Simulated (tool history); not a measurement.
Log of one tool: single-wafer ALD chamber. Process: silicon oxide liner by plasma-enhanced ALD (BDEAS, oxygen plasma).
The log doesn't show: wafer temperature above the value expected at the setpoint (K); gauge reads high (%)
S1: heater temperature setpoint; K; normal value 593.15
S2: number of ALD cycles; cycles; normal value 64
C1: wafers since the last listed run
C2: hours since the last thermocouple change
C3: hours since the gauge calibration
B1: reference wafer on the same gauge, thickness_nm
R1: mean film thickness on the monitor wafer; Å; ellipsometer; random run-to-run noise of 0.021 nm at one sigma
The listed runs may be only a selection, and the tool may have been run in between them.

Run 1, hour 0.0: usual settings but S1 601.15 K, S2 61 cycles; C1 0; C2 1874.3; C3 588.2; B1 7.413. Result: R1 59.85 Å.
Run 2, hour 37.2: usual settings but S1 601.15 K, S2 61 cycles; C1 134; C2 1911.5; C3 625.4; B1 7.426. Result: R1 60.04 Å.
Run 3, hour 74.2: usual settings; C1 133; C2 1948.5; C3 662.4; B1 7.430. Result: R1 63.76 Å.
Run 4, hour 126.1: usual settings; C1 187; C2 2000.4; C3 714.3; B1 7.431. Result: R1 63.18 Å.
Run 5, hour 211.3: usual settings; C1 307; C2 2085.6; C3 799.5; B1 7.426. Result: R1 63.34 Å.
Run 6, hour 292.5: usual settings but S2 54 cycles; C1 293; C2 2166.8; C3 880.7; B1 7.435. Result: R1 53.83 Å.
Run 7, hour 387.9: usual settings but S1 585.15 K, S2 68 cycles; C1 344; C2 2262.2; C3 976.1; B1 7.444. Result: R1 68.42 Å.
Run 8, hour 431.1: usual settings; C1 156; C2 2305.4; C3 1019.3; B1 7.440. Result: R1 63.24 Å.
Run 9, hour 489.3: usual settings; C1 210; C2 2363.6; C3 1077.5; B1 7.464. Result: R1 63.36 Å.
Run 10, hour 545.7: usual settings; C1 203; C2 2420.0; C3 1133.9; B1 7.462. Result: R1 63.59 Å.
Run 11, hour 639.6: usual settings but S2 71 cycles; C1 339; C2 2513.9; C3 1227.8; B1 7.463. Result: R1 70.84 Å.
At hour 665.7: thermocouple changed; heater temperature recalibrated.
Run 12, hour 701.8: usual settings but S1 605.15 K, S2 76 cycles; C1 195; C2 36.1; C3 1290.0; B1 7.448. Result: R1 74.68 Å.
At hour 721.8: gauge calibrated.
Run 13, hour 739.9: usual settings but S2 75 cycles; C1 137; C2 74.2; C3 18.1; B1 7.304. Result: R1 73.60 Å.
Run 14, hour 819.1: usual settings but S1 585.15 K, S2 68 cycles; C1 286; C2 153.4; C3 97.3; B1 7.327. Result: R1 67.27 Å.
Run 15, hour 901.5: usual settings but S1 608.15 K, S2 52 cycles; C1 297; C2 235.8; C3 179.7; B1 7.365. Result: R1 50.37 Å.
Run 16, hour 949.3: usual settings; C1 172; C2 283.6; C3 227.5; B1 7.358. Result: R1 62.86 Å.
Run 17, hour 985.3: usual settings but S1 587.15 K, S2 54 cycles; C1 130; C2 319.6; C3 263.5; B1 7.380. Result: R1 53.42 Å.
Run 18, hour 1060.8: usual settings but S1 579.15 K, S2 60 cycles; C1 272; C2 395.1; C3 339.0; B1 7.383. Result: R1 60.13 Å.
Run 19, hour 1099.0: usual settings; C1 138; C2 433.3; C3 377.2; B1 7.398. Result: R1 62.92 Å.
Run 20, hour 1176.8: usual settings but S1 599.15 K, S2 59 cycles; C1 281; C2 511.1; C3 455.0; B1 7.407. Result: R1 57.92 Å.
Run 21, hour 1331.7: usual settings but S1 600.15 K, S2 76 cycles; C1 559; C2 666.0; C3 609.9; B1 7.440. Result: R1 74.41 Å.
Run 22, hour 1438.1: usual settings but S1 597.15 K; C1 384; C2 772.4; C3 716.3; B1 7.446. Result: R1 63.45 Å.

Alternative continuations, all from the tool just after run 22; predict every row:
Run A, hour 1438.6: usual settings but S1 581.15 K; C1 1; C2 772.9; C3 716.8; B1 ?. Result: R1 ?.
Run B, hour 1438.6: usual settings but S1 584.15 K, S2 60 cycles; C1 1; C2 772.9; C3 716.8; B1 ?. Result: R1 ?.
Run C, hour 1438.6: usual settings but S1 580.15 K, S2 57 cycles; C1 1; C2 772.9; C3 716.8; B1 ?. Result: R1 ?.
Run D, hour 1438.6: usual settings but S1 585.15 K; C1 1; C2 772.9; C3 716.8; B1 ?. Result: R1 ?.

run     B1     R1
  A  7.449  64.83
  B  7.449  60.55
  C  7.449  57.81
  D  7.449  64.51
Without the tool's hidden state the same runs would have given:
run     R1
  A  63.52
  B  59.33
  C  56.65
  D  63.21
